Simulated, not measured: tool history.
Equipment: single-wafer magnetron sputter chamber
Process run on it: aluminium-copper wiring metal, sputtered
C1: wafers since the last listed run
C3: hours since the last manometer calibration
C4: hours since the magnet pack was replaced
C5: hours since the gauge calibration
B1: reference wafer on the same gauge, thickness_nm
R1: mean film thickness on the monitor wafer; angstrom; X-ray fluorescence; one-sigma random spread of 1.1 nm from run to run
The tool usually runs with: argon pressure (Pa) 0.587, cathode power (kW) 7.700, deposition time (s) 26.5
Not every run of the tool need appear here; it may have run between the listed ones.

run 1 day=0.000 | argon_pressure_(Pa)=0.587 cathode_power_(kW)=7.700 deposition_time_(s)=26.5 | C1=0 wafers_on_the_sputter_target=5107 C3=927.0 C4=11859.6 C5=998.0 | B1=321.650 | R1=3132.80
-- day=1.442 sputter target and shields replaced
run 2 day=1.471 | argon_pressure_(Pa)=0.587 cathode_power_(kW)=7.700 deposition_time_(s)=26.5 | C1=751 wafers_on_the_sputter_target=20 C3=962.3 C4=11894.9 C5=1033.3 | B1=321.961 | R1=3226.59
run 3 day=2.829 | argon_pressure_(Pa)=0.587 cathode_power_(kW)=7.700 deposition_time_(s)=26.5 | C1=897 wafers_on_the_sputter_target=917 C3=994.9 C4=11927.5 C5=1065.9 | B1=321.447 | R1=3183.18
run 4 day=4.108 | argon_pressure_(Pa)=0.587 cathode_power_(kW)=7.700 deposition_time_(s)=26.5 | C1=844 wafers_on_the_sputter_target=1762 C3=1025.6 C4=11958.2 C5=1096.6 | B1=322.089 | R1=3171.16
run 5 day=4.700 | argon_pressure_(Pa)=0.587 cathode_power_(kW)=7.700 deposition_time_(s)=26.5 | C1=390 wafers_on_the_sputter_target=2153 C3=1039.8 C4=11972.4 C5=1110.8 | B1=322.068 | R1=3154.67
run 6 day=8.967 | argon_pressure_(Pa)=0.587 cathode_power_(kW)=7.700 deposition_time_(s)=26.5 | C1=2818 wafers_on_the_sputter_target=4971 C3=1142.2 C4=12074.8 C5=1213.2 | B1=322.273 | R1=3132.50
run 7 day=9.679 | argon_pressure_(Pa)=0.587 cathode_power_(kW)=7.700 deposition_time_(s)=26.5 | C1=470 wafers_on_the_sputter_target=5442 C3=1159.3 C4=12091.9 C5=1230.3 | B1=322.062 | R1=3132.04
-- day=10.750 sputter target and shields replaced
-- day=11.071 capacitance manometer re-zeroed and calibrated
run 8 day=11.092 | argon_pressure_(Pa)=0.587 cathode_power_(kW)=7.700 deposition_time_(s)=26.5 | C1=501 wafers_on_the_sputter_target=15 C3=0.5 C4=12125.8 C5=1264.2 | B1=322.175 | R1=3154.06
run 9 day=11.850 | argon_pressure_(Pa)=0.587 cathode_power_(kW)=7.700 deposition_time_(s)=26.5 | C1=500 wafers_on_the_sputter_target=516 C3=18.7 C4=12144.0 C5=1282.4 | B1=322.025 | R1=3125.63
run 10 day=12.612 | argon_pressure_(Pa)=0.411 cathode_power_(kW)=8.900 deposition_time_(s)=31.1 | C1=503 wafers_on_the_sputter_target=1019 C3=37.0 C4=12162.3 C5=1300.7 | B1=322.048 | R1=4525.11
-- day=12.783 gauge calibrated
run 11 day=13.758 | argon_pressure_(Pa)=0.436 cathode_power_(kW)=7.700 deposition_time_(s)=28.4 | C1=756 wafers_on_the_sputter_target=1776 C3=64.5 C4=12189.8 C5=23.4 | B1=321.554 | R1=3538.59
-- day=14.671 magnet pack replaced
run 12 day=15.096 | argon_pressure_(Pa)=0.684 cathode_power_(kW)=9.500 deposition_time_(s)=22.4 | C1=663 wafers_on_the_sputter_target=2439 C3=96.6 C4=10.2 C5=55.5 | B1=322.154 | R1=3102.96
run 13 day=16.321 | argon_pressure_(Pa)=0.587 cathode_power_(kW)=7.700 deposition_time_(s)=26.5 | C1=809 wafers_on_the_sputter_target=3249 C3=126.0 C4=39.6 C5=84.9 | B1=321.920 | R1=3111.33
run 14 day=16.912 | argon_pressure_(Pa)=0.587 cathode_power_(kW)=7.700 deposition_time_(s)=26.5 | C1=390 wafers_on_the_sputter_target=3639 C3=140.2 C4=53.8 C5=99.1 | B1=322.065 | R1=3070.10
run 15 day=18.233 | argon_pressure_(Pa)=0.587 cathode_power_(kW)=7.700 deposition_time_(s)=26.5 | C1=872 wafers_on_the_sputter_target=4512 C3=171.9 C4=85.5 C5=130.8 | B1=322.033 | R1=3066.95
run 16 day=19.188 | argon_pressure_(Pa)=0.511 cathode_power_(kW)=8.200 deposition_time_(s)=26.5 | C1=630 wafers_on_the_sputter_target=5142 C3=194.8 C4=108.4 C5=153.7 | B1=321.976 | R1=3387.25
run 17 day=20.388 | argon_pressure_(Pa)=0.659 cathode_power_(kW)=7.700 deposition_time_(s)=26.5 | C1=792 wafers_on_the_sputter_target=5935 C3=223.6 C4=137.2 C5=182.5 | B1=322.175 | R1=3011.68
-- day=21.196 sputter target and shields replaced
run 18 day=21.529 | argon_pressure_(Pa)=0.587 cathode_power_(kW)=7.700 deposition_time_(s)=26.5 | C1=533 wafers_on_the_sputter_target=218 C3=251.0 C4=164.6 C5=209.9 | B1=322.216 | R1=3194.86
run 19 day=22.233 | argon_pressure_(Pa)=0.587 cathode_power_(kW)=7.700 deposition_time_(s)=26.5 | C1=465 wafers_on_the_sputter_target=684 C3=267.9 C4=181.5 C5=226.8 | B1=321.837 | R1=3150.59
run 20 day=23.446 | argon_pressure_(Pa)=0.697 cathode_power_(kW)=7.700 deposition_time_(s)=31.8 | C1=800 wafers_on_the_sputter_target=1485 C3=297.0 C4=210.6 C5=255.9 | B1=321.939 | R1=3639.81
run 21 day=24.217 | argon_pressure_(Pa)=0.798 cathode_power_(kW)=8.200 deposition_time_(s)=23.9 | C1=509 wafers_on_the_sputter_target=1994 C3=315.5 C4=229.1 C5=274.4 | B1=321.973 | R1=2775.63
run 22 day=25.696 | argon_pressure_(Pa)=0.587 cathode_power_(kW)=7.700 deposition_time_(s)=26.5 | C1=977 wafers_on_the_sputter_target=2971 C3=351.0 C4=264.6 C5=309.9 | B1=322.073 | R1=3111.34
run 23 day=26.271 | argon_pressure_(Pa)=0.587 cathode_power_(kW)=9.200 deposition_time_(s)=30.2 | C1=379 wafers_on_the_sputter_target=3351 C3=364.8 C4=278.4 C5=323.7 | B1=321.790 | R1=4247.03
run 24 day=26.842 | argon_pressure_(Pa)=0.726 cathode_power_(kW)=7.700 deposition_time_(s)=26.5 | C1=377 wafers_on_the_sputter_target=3728 C3=378.5 C4=292.1 C5=337.4 | B1=322.332 | R1=2965.46
run 25 day=27.746 | argon_pressure_(Pa)=0.780 cathode_power_(kW)=6.950 deposition_time_(s)=29.5 | C1=597 wafers_on_the_sputter_target=4325 C3=400.2 C4=313.8 C5=359.1 | B1=321.630 | R1=2901.59
run 26 day=28.979 | argon_pressure_(Pa)=0.758 cathode_power_(kW)=8.700 deposition_time_(s)=26.5 | C1=814 wafers_on_the_sputter_target=5140 C3=429.8 C4=343.4 C5=388.7 | B1=322.449 | R1=3309.68
run 27 day=29.508 | argon_pressure_(Pa)=0.587 cathode_power_(kW)=7.700 deposition_time_(s)=26.5 | C1=349 wafers_on_the_sputter_target=5489 C3=442.5 C4=356.1 C5=401.4 | B1=321.931 | R1=3108.90
run 28 day=30.821 | argon_pressure_(Pa)=0.587 cathode_power_(kW)=7.150 deposition_time_(s)=26.5 | C1=866 wafers_on_the_sputter_target=6356 C3=474.0 C4=387.6 C5=432.9 | B1=321.845 | R1=2879.06
-- day=31.921 sputter target and shields replaced
run 29 day=32.017 | argon_pressure_(Pa)=0.587 cathode_power_(kW)=8.500 deposition_time_(s)=26.5 | C1=569 wafers_on_the_sputter_target=62 C3=502.7 C4=416.3 C5=461.6 | B1=321.802 | R1=3525.19
run 30 day=32.633 | argon_pressure_(Pa)=0.674 cathode_power_(kW)=7.700 deposition_time_(s)=26.5 | C1=407 wafers_on_the_sputter_target=469 C3=517.5 C4=431.1 C5=476.4 | B1=321.868 | R1=3071.98
run 31 day=33.571 | argon_pressure_(Pa)=0.663 cathode_power_(kW)=7.050 deposition_time_(s)=31.8 | C1=619 wafers_on_the_sputter_target=1089 C3=540.0 C4=453.6 C5=498.9 | B1=321.658 | R1=3378.93
run 32 day=34.754 | argon_pressure_(Pa)=0.784 cathode_power_(kW)=6.800 deposition_time_(s)=23.5 | C1=781 wafers_on_the_sputter_target=1870 C3=568.4 C4=482.0 C5=527.3 | B1=322.144 | R1=2283.75
run 33 day=36.029 | argon_pressure_(Pa)=0.653 cathode_power_(kW)=7.700 deposition_time_(s)=26.5 | C1=842 wafers_on_the_sputter_target=2713 C3=599.0 C4=512.6 C5=557.9 | B1=321.990 | R1=3039.79
run 34 day=36.871 | argon_pressure_(Pa)=0.587 cathode_power_(kW)=9.200 deposition_time_(s)=30.2 | C1=555 wafers_on_the_sputter_target=3268 C3=619.2 C4=532.8 C5=578.1 | B1=322.060 | R1=4252.28

The same runs without the tool's hidden state, with the same run-to-run variation:
Unlogged tool condition in this case: deposition rate above that of a new target (%); true argon pressure above the setpoint (%); gauge reads high (%).
run=1 R1=3165.30
run=2 R1=3169.82
run=3 R1=3158.28
run=4 R1=3166.73
run=5 R1=3157.48
run=6 R1=3162.96
run=7 R1=3164.64
run=8 R1=3174.42
run=9 R1=3160.53
run=10 R1=4593.41
run=11 R1=3607.26
run=12 R1=3170.54
run=13 R1=3185.70
run=14 R1=3145.21
run=15 R1=3144.36
run=16 R1=3475.65
run=17 R1=3086.78
run=18 R1=3178.08
run=19 R1=3149.08
run=20 R1=3656.61
run=21 R1=2793.52
run=22 R1=3151.02
run=23 R1=4305.96
run=24 R1=3004.24
run=25 R1=2940.72
run=26 R1=3358.40
run=27 R1=3162.71
run=28 R1=2930.44
run=29 R1=3494.03
run=30 R1=3055.43
run=31 R1=3380.75
run=32 R1=2293.23
run=33 R1=3070.78
run=34 R1=4308.53
